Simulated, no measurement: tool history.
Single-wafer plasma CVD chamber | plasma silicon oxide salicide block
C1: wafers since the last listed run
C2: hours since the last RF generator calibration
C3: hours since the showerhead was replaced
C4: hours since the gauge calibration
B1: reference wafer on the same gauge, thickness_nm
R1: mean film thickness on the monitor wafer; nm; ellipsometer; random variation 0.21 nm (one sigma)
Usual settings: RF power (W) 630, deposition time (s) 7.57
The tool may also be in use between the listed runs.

run 1 hour=0 | RF_power_(W)=630 deposition_time_(s)=7.57 | C1=0 C2=975.8 C3=3910.3 C4=402.8 | B1=81.02 | R1=73.691
run 2 hour=18.5 | RF_power_(W)=630 deposition_time_(s)=7.57 | C1=652 C2=994.3 C3=3928.8 C4=421.3 | B1=81.021 | R1=73.417
run 3 hour=43.3 | RF_power_(W)=630 deposition_time_(s)=7.57 | C1=875 C2=1019.1 C3=3953.6 C4=446.1 | B1=81.154 | R1=73.673
run 4 hour=62.2 | RF_power_(W)=630 deposition_time_(s)=6.77 | C1=667 C2=1038 C3=3972.5 C4=465 | B1=81.155 | R1=65.996
run 5 hour=95 | RF_power_(W)=630 deposition_time_(s)=6.77 | C1=1157 C2=1070.8 C3=4005.3 C4=497.8 | B1=81.316 | R1=66.18
run 6 hour=122.8 | RF_power_(W)=630 deposition_time_(s)=6.77 | C1=981 C2=1098.6 C3=4033.1 C4=525.6 | B1=81.507 | R1=66.363
run 7 hour=139.1 | RF_power_(W)=630 deposition_time_(s)=7.57 | C1=575 C2=1114.9 C3=4049.4 C4=541.9 | B1=81.583 | R1=74.218
run 8 hour=170.8 | RF_power_(W)=630 deposition_time_(s)=7.57 | C1=1118 C2=1146.6 C3=4081.1 C4=573.6 | B1=81.743 | R1=73.908
run 9 hour=196.8 | RF_power_(W)=630 deposition_time_(s)=7.57 | C1=917 C2=1172.6 C3=4107.1 C4=599.6 | B1=81.896 | R1=73.986
run 10 hour=221.2 | RF_power_(W)=630 deposition_time_(s)=7.57 | C1=861 C2=1197 C3=4131.5 C4=624 | B1=81.967 | R1=74.308
run 11 hour=244 | RF_power_(W)=630 deposition_time_(s)=7.57 | C1=804 C2=1219.8 C3=4154.3 C4=646.8 | B1=82.134 | R1=74.582
run 12 hour=257.5 | RF_power_(W)=630 deposition_time_(s)=7.57 | C1=476 C2=1233.3 C3=4167.8 C4=660.3 | B1=82.214 | R1=74.727
run 13 hour=274.4 | RF_power_(W)=695 deposition_time_(s)=7.57 | C1=596 C2=1250.2 C3=4184.7 C4=677.2 | B1=82.264 | R1=77.127
run 14 hour=301.1 | RF_power_(W)=695 deposition_time_(s)=7.57 | C1=942 C2=1276.9 C3=4211.4 C4=703.9 | B1=82.505 | R1=77.177
-- hour=306.4 gauge calibrated
run 15 hour=333.7 | RF_power_(W)=605 deposition_time_(s)=7.93 | C1=1150 C2=1309.5 C3=4244 C4=27.3 | B1=80.211 | R1=75.527
run 16 hour=354.9 | RF_power_(W)=630 deposition_time_(s)=7.57 | C1=748 C2=1330.7 C3=4265.2 C4=48.5 | B1=80.129 | R1=72.766
run 17 hour=376.3 | RF_power_(W)=745 deposition_time_(s)=7.57 | C1=755 C2=1352.1 C3=4286.6 C4=69.9 | B1=80.178 | R1=76.917
run 18 hour=393.5 | RF_power_(W)=745 deposition_time_(s)=7.57 | C1=607 C2=1369.3 C3=4303.8 C4=87.1 | B1=80.25 | R1=76.955
-- hour=414.5 RF generator calibrated
run 19 hour=415 | RF_power_(W)=505 deposition_time_(s)=6.73 | C1=476 C2=0.5 C3=4325.3 C4=108.6 | B1=80.179 | R1=59.858
run 20 hour=426.7 | RF_power_(W)=630 deposition_time_(s)=7.57 | C1=412 C2=12.2 C3=4337 C4=120.3 | B1=80.192 | R1=72.558
run 21 hour=449.1 | RF_power_(W)=515 deposition_time_(s)=7.57 | C1=790 C2=34.6 C3=4359.4 C4=142.7 | B1=80.261 | R1=68
run 22 hour=467 | RF_power_(W)=630 deposition_time_(s)=6.19 | C1=631 C2=52.5 C3=4377.3 C4=160.6 | B1=80.231 | R1=59.707
run 23 hour=497.1 | RF_power_(W)=750 deposition_time_(s)=6.97 | C1=1062 C2=82.6 C3=4407.4 C4=190.7 | B1=80.296 | R1=71.098
run 24 hour=603 | RF_power_(W)=630 deposition_time_(s)=7.57 | C1=3737 C2=188.5 C3=4513.3 C4=296.6 | B1=80.524 | R1=72.871
-- hour=612.7 showerhead replaced
run 25 hour=643.3 | RF_power_(W)=630 deposition_time_(s)=7.57 | C1=1140 C2=228.8 C3=30.6 C4=336.9 | B1=80.729 | R1=73.024
run 26 hour=675.7 | RF_power_(W)=690 deposition_time_(s)=8.83 | C1=1143 C2=261.2 C3=63 C4=369.3 | B1=80.708 | R1=88.327
run 27 hour=704.1 | RF_power_(W)=535 deposition_time_(s)=6.07 | C1=1002 C2=289.6 C3=91.4 C4=397.7 | B1=80.868 | R1=55.736
run 28 hour=731.8 | RF_power_(W)=510 deposition_time_(s)=7.57 | C1=977 C2=317.3 C3=119.1 C4=425.4 | B1=80.867 | R1=68.547
run 29 hour=751 | RF_power_(W)=525 deposition_time_(s)=7.57 | C1=677 C2=336.5 C3=138.3 C4=444.6 | B1=81.063 | R1=69.515
run 30 hour=782.6 | RF_power_(W)=630 deposition_time_(s)=7.57 | C1=1115 C2=368.1 C3=169.9 C4=476.2 | B1=81.175 | R1=73.381

How the hidden state differs across the entries between the runs, from the last listed run before each to the first after it:
Between runs 14 and 15: gauge calibrated (hour 306.4)
  gauge reads high (%): 3 -> 0.0733
  measured less the result without the state, R1: +2.245 -> +0.055 nm
Between runs 18 and 19: RF generator calibrated (hour 414.5)
  gauge reads high (%): 0.112 -> 0.136
  measured less the result without the state, R1: +0.086 -> +0.082 nm
Between runs 24 and 25: showerhead replaced (hour 612.7)
  gauge reads high (%): 0.572 -> 0.718
  measured less the result without the state, R1: +0.414 -> +0.52 nm
